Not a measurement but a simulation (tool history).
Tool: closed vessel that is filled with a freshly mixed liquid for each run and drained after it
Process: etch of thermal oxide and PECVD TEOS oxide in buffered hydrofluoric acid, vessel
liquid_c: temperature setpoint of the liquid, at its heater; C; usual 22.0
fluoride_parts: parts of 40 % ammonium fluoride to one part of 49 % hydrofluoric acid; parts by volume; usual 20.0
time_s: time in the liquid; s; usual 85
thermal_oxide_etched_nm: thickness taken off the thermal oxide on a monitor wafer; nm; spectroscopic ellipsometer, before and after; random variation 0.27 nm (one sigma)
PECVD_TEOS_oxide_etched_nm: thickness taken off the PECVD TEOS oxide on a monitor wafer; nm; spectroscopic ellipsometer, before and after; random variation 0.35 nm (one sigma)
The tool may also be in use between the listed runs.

run,hour,liquid_c,fluoride_parts,time_s,wafers since the last listed run,hours since the thermometer was replaced,hours since the hydrofluoric acid flow meter was replaced,hours since the gauge calibration,"read-back film thickness of the thermal oxide reference wafer, read on the same gauge (nm)","read-back film thickness of the PECVD TEOS oxide reference wafer, read on the same gauge (nm)",thermal_oxide_etched_nm,PECVD_TEOS_oxide_etched_nm
1,0.0,25.0,20.0,115,0,1366.0,1375.6,163.4,30.01,149.99,78.06,94.61
2,13.7,25.0,20.0,115,1439,1379.7,1389.3,177.1,30.02,149.97,78.33,95.30
3,35.3,19.5,20.0,85,2268,1401.3,1410.9,198.7,30.02,150.02,42.67,51.80
4,65.5,20.5,20.0,85,3172,1431.5,1441.1,228.9,29.96,150.01,45.05,55.09
5,101.5,20.5,20.0,85,3781,1467.5,1477.1,264.9,29.97,150.02,45.32,54.32
6,136.1,23.5,17.0,85,3634,1502.1,1511.7,299.5,29.98,150.02,62.68,77.17
7,160.7,23.5,17.0,85,2584,1526.7,1536.3,324.1,29.99,149.99,63.09,77.35
8,186.4,23.5,17.0,85,2699,1552.4,1562.0,349.8,30.02,150.04,62.67,77.37
9,207.2,22.0,20.0,85,2184,1573.2,1582.8,370.6,30.00,150.00,49.67,59.93
# hour 211.2: thermometer replaced
10,231.3,22.0,20.0,85,2426,20.1,1606.9,394.7,29.95,150.00,49.55,60.48
11,257.2,22.0,25.5,100,2720,46.0,1632.8,420.6,30.03,150.02,47.45,58.30
12,289.2,22.0,20.0,125,3361,78.0,1664.8,452.6,30.04,150.02,73.54,89.02
13,313.0,22.0,20.0,85,2500,101.8,1688.6,476.4,30.02,150.02,49.23,60.81
# hour 317.2: gauge calibrated
14,340.1,25.0,12.5,85,2846,128.9,1715.7,22.9,29.99,150.00,93.51,111.74
# hour 349.6: hydrofluoric acid flow meter replaced
15,369.7,19.0,18.0,135,3004,158.5,20.1,52.5,29.99,149.97,67.52,82.36
16,391.4,18.5,17.0,65,2279,180.2,41.8,74.2,30.02,150.01,34.04,41.28
17,412.5,22.0,13.5,100,2216,201.3,62.9,95.3,30.01,150.00,79.87,97.29
18,439.1,22.0,24.5,40,2794,227.9,89.5,121.9,30.02,149.99,18.61,22.43
19,469.4,22.0,20.0,85,3182,258.2,119.8,152.2,29.97,150.03,45.85,56.19
20,483.9,27.0,20.0,125,1523,272.7,134.3,166.7,29.98,149.97,89.66,108.90
21,519.5,19.0,17.0,50,3739,308.3,169.9,202.3,30.03,150.03,27.19,32.94
22,550.9,17.5,24.0,110,3298,339.7,201.3,233.7,29.98,149.99,40.76,49.04

Forecast each of these 4 alternatives for the next run:
A,551.6,22.0,24.0,85,73,340.4,202.0,234.4,?,?,?,?
B,551.6,22.0,23.0,120,73,340.4,202.0,234.4,?,?,?,?
C,551.6,22.0,24.5,85,73,340.4,202.0,234.4,?,?,?,?
D,551.6,19.5,16.5,45,73,340.4,202.0,234.4,?,?,?,?

run,"read-back film thickness of the thermal oxide reference wafer, read on the same gauge (nm)","read-back film thickness of the PECVD TEOS oxide reference wafer, read on the same gauge (nm)",thermal_oxide_etched_nm,PECVD_TEOS_oxide_etched_nm
A,30.01,150.00,40.44,49.18
B,30.01,150.00,58.80,71.49
C,30.01,150.00,39.87,48.48
D,30.01,150.00,25.80,31.37
Without the tool's hidden state the same runs would have given:
run,thermal_oxide_etched_nm,PECVD_TEOS_oxide_etched_nm
A,39.45,47.97
B,57.36,69.74
C,38.89,47.29
D,24.90,30.28

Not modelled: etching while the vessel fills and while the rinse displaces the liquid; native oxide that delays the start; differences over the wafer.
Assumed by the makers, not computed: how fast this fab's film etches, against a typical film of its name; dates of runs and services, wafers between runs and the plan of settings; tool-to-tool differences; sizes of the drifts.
